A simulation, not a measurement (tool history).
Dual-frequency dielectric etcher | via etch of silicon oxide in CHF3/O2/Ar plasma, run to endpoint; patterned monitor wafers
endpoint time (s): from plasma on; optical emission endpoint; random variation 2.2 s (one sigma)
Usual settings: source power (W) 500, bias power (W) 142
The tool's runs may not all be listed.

run	hour	source power (W)	bias power (W)	wafers since the last listed run	hours since the last wet clean	hours since the last source power generator calibration	hours since the last bias power generator calibration	hours since the last upper electrode change	incoming incoming film thickness, nm	endpoint time (s)
1	0	500	127	0	141	3106.1	1975.8	3329.4	519.7	319.8
2	59	500	142	376	200	3165.1	2034.8	3388.4	520	303.9
3	73.3	450	142	91	214.3	3179.4	2049.1	3402.7	517.9	313.9
4	93.9	450	142	131	234.9	3200	2069.7	3423.3	520.7	318.4
5	115.6	450	142	138	256.6	3221.7	2091.4	3445	515.8	317.2
6	135.5	410	142	126	276.5	3241.6	2111.3	3464.9	515.7	320.5
7	159.3	550	142	151	300.3	3265.4	2135.1	3488.7	518.7	303.6
8	172.5	500	142	84	313.5	3278.6	2148.3	3501.9	515.1	306.6
9	206.5	500	142	216	347.5	3312.6	2182.3	3535.9	519.2	311.8
10	220	500	142	86	361	3326.1	2195.8	3549.4	518.6	311.1
# hour 258.1: wet clean of the chamber
11	258.6	440	119	93	0.5	3364.7	2234.4	3588	516.4	340.7
12	265.1	500	159	41	7	3371.2	2240.9	3594.5	522.1	286.5
# hour 286: source power generator calibrated
13	286.5	420	142	111	28.4	0.5	2262.3	3615.9	516.8	317.1
14	300.5	500	159	89	42.4	14.5	2276.3	3629.9	517.7	291.2
15	320.3	500	107	126	62.2	34.3	2296.1	3649.7	516.6	347.4
16	336	400	163	100	77.9	50	2311.8	3665.4	515.8	303
17	353.8	500	142	113	95.7	67.8	2329.6	3683.2	516.5	305.5
# hour 371: bias power generator calibrated
18	371.5	390	124	87	113.4	85.5	0.5	3700.9	516	341.2
# hour 405.9: upper electrode replaced
19	406.4	430	170	69	148.3	120.4	35.4	0.5	523.5	299
20	466.2	590	127	381	208.1	180.2	95.2	60.3	518.7	310.7
21	521.8	540	142	354	263.7	235.8	150.8	115.9	520.9	303

4 ways to go on from here, each from the tool as it stands after run 21. What would each give?
A	522.3	500	153	3	264.2	236.3	151.3	116.4	513.8	?
B	522.3	580	116	3	264.2	236.3	151.3	116.4	513.8	?
C	522.3	500	171	3	264.2	236.3	151.3	116.4	513.8	?
D	522.3	590	130	3	264.2	236.3	151.3	116.4	513.8	?

run	endpoint time (s)
A	301
B	328.1
C	286
D	309.3
Without the tool's hidden state the same runs would have given:
run	endpoint time (s)
A	292.7
B	319
C	278.1
D	300.7
